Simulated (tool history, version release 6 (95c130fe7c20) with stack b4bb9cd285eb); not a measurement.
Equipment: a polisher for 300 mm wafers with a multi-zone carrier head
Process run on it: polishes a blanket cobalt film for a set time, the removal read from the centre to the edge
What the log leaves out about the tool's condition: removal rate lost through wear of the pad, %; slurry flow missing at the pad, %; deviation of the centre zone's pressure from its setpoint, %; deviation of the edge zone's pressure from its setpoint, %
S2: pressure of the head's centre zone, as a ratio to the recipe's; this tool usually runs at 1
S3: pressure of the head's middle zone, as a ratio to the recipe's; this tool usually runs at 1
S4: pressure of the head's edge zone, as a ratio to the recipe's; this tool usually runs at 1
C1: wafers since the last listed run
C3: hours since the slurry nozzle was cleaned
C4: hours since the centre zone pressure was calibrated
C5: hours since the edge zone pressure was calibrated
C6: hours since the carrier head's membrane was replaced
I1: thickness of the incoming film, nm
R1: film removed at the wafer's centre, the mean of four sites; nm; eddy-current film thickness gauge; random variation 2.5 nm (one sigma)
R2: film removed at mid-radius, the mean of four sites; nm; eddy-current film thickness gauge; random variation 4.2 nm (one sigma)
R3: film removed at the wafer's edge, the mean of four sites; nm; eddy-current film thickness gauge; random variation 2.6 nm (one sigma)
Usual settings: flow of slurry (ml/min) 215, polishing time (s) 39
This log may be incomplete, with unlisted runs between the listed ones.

run 1 hour=0 | flow_of_slurry_(ml/min)=215 S2=1 S3=1 S4=1 polishing_time_(s)=39 | C1=0 wafers_polished_on_this_pad=986 C3=307.8 C4=1122.5 C5=505.5 C6=1188.7 | I1=1465.5 | R1=299.2 R2=296.8 R3=291.1
-- hour=10.9 worn pad replaced by a new one
run 2 hour=12.9 | flow_of_slurry_(ml/min)=215 S2=1 S3=1 S4=1 polishing_time_(s)=39 | C1=120 wafers_polished_on_this_pad=27 C3=320.7 C4=1135.4 C5=518.4 C6=1201.6 | I1=1490.7 | R1=313.6 R2=313.4 R3=303.6
run 3 hour=24.5 | flow_of_slurry_(ml/min)=215 S2=1 S3=0.91 S4=1 polishing_time_(s)=39 | C1=157 wafers_polished_on_this_pad=185 C3=332.3 C4=1147 C5=530 C6=1213.2 | I1=1495.1 | R1=312.7 R2=292.7 R3=306.6
run 4 hour=33.5 | flow_of_slurry_(ml/min)=215 S2=1 S3=0.91 S4=1 polishing_time_(s)=39 | C1=122 wafers_polished_on_this_pad=307 C3=341.3 C4=1156 C5=539 C6=1222.2 | I1=1479.9 | R1=311.7 R2=289.2 R3=309.2
run 5 hour=40.5 | flow_of_slurry_(ml/min)=215 S2=1 S3=0.91 S4=1 polishing_time_(s)=39 | C1=95 wafers_polished_on_this_pad=402 C3=348.3 C4=1163 C5=546 C6=1229.2 | I1=1469.1 | R1=313.7 R2=288.1 R3=306.4
run 6 hour=53.3 | flow_of_slurry_(ml/min)=170 S2=1 S3=1 S4=1 polishing_time_(s)=39 | C1=173 wafers_polished_on_this_pad=576 C3=361.1 C4=1175.8 C5=558.8 C6=1242 | I1=1480.8 | R1=302.4 R2=300 R3=296.4
-- hour=65.4 carrier head's membrane replaced by a new one
run 7 hour=70.2 | flow_of_slurry_(ml/min)=215 S2=1 S3=1 S4=1 polishing_time_(s)=39 | C1=161 wafers_polished_on_this_pad=737 C3=378 C4=1192.7 C5=575.7 C6=4.8 | I1=1483.9 | R1=302.7 R2=310.8 R3=298.3
run 8 hour=79.4 | flow_of_slurry_(ml/min)=250 S2=1 S3=1 S4=1 polishing_time_(s)=39 | C1=124 wafers_polished_on_this_pad=862 C3=387.2 C4=1201.9 C5=584.9 C6=14 | I1=1477 | R1=307.6 R2=304.1 R3=297.4
run 9 hour=88.8 | flow_of_slurry_(ml/min)=215 S2=1 S3=1 S4=1.07 polishing_time_(s)=39 | C1=127 wafers_polished_on_this_pad=990 C3=396.6 C4=1211.3 C5=594.3 C6=23.4 | I1=1483.6 | R1=300.2 R2=298.8 R3=299.2
-- hour=91.2 slurry nozzle cleaned
run 10 hour=96.2 | flow_of_slurry_(ml/min)=215 S2=1 S3=1 S4=1.07 polishing_time_(s)=39 | C1=86 wafers_polished_on_this_pad=1076 C3=5 C4=1218.7 C5=601.7 C6=30.8 | I1=1476.7 | R1=298.2 R2=304.2 R3=294.4
-- hour=107.6 worn pad replaced by a new one
run 11 hour=113.2 | flow_of_slurry_(ml/min)=190 S2=1 S3=1 S4=0.95 polishing_time_(s)=43 | C1=176 wafers_polished_on_this_pad=75 C3=22 C4=1235.7 C5=618.7 C6=47.8 | I1=1443.5 | R1=290.1 R2=303.3 R3=278.5
run 12 hour=123.4 | flow_of_slurry_(ml/min)=160 S2=1 S3=0.97 S4=1 polishing_time_(s)=39 | C1=138 wafers_polished_on_this_pad=214 C3=32.2 C4=1245.9 C5=628.9 C6=58 | I1=1466.3 | R1=262.8 R2=257.6 R3=255.5
-- hour=135.5 edge zone pressure recalibrated
run 13 hour=136 | flow_of_slurry_(ml/min)=215 S2=1 S3=1 S4=1.07 polishing_time_(s)=39 | C1=143 wafers_polished_on_this_pad=357 C3=44.8 C4=1258.5 C5=0.5 C6=70.6 | I1=1477.9 | R1=268.9 R2=271.6 R3=274.1
-- hour=147.8 worn pad replaced by a new one, repeated, since the last time left the tool worse
run 14 hour=148.3 | flow_of_slurry_(ml/min)=215 S2=1 S3=0.89 S4=1 polishing_time_(s)=33 | C1=112 wafers_polished_on_this_pad=6 C3=57.1 C4=1270.8 C5=12.8 C6=82.9 | I1=1447.1 | R1=260.9 R2=239.1 R3=257.1
run 15 hour=155.1 | flow_of_slurry_(ml/min)=260 S2=0.91 S3=1 S4=1.11 polishing_time_(s)=28 | C1=92 wafers_polished_on_this_pad=98 C3=63.9 C4=1277.6 C5=19.6 C6=89.7 | I1=1488.4 | R1=207.7 R2=221 R3=232.6
-- hour=161.8 centre zone pressure recalibrated
run 16 hour=169.4 | flow_of_slurry_(ml/min)=215 S2=1 S3=0.88 S4=1 polishing_time_(s)=30 | C1=166 wafers_polished_on_this_pad=265 C3=78.2 C4=7.6 C5=33.9 C6=104 | I1=1470.7 | R1=241.2 R2=218.4 R3=231.2
run 17 hour=178.6 | flow_of_slurry_(ml/min)=145 S2=1 S3=1 S4=0.88 polishing_time_(s)=39 | C1=124 wafers_polished_on_this_pad=390 C3=87.4 C4=16.8 C5=43.1 C6=113.2 | I1=1461.9 | R1=297.8 R2=302.4 R3=272.9
run 18 hour=185.6 | flow_of_slurry_(ml/min)=215 S2=1 S3=1 S4=1 polishing_time_(s)=39 | C1=95 wafers_polished_on_this_pad=485 C3=94.4 C4=23.8 C5=50.1 C6=120.2 | I1=1460.6 | R1=308.3 R2=308.4 R3=299.3
run 19 hour=193.8 | flow_of_slurry_(ml/min)=215 S2=1 S3=1 S4=1 polishing_time_(s)=39 | C1=111 wafers_polished_on_this_pad=596 C3=102.6 C4=32 C5=58.3 C6=128.4 | I1=1479 | R1=307.6 R2=306.2 R3=296.5

Run 20 has not been measured yet. What should we expect?
run 20 hour=206 | flow_of_slurry_(ml/min)=240 S2=1 S3=1 S4=1.05 polishing_time_(s)=46 | C1=165 wafers_polished_on_this_pad=762 C3=114.8 C4=44.2 C5=70.5 C6=140.6 | I1=1477 | R1=? R2=? R3=?

Run 20 gave R1 362.9 nm, R2 357.3 nm, R3 356.4 nm.
The same run, on a tool lacking any hidden state, would have yielded R1 380 nm, R2 374.1 nm, R3 373.2 nm.

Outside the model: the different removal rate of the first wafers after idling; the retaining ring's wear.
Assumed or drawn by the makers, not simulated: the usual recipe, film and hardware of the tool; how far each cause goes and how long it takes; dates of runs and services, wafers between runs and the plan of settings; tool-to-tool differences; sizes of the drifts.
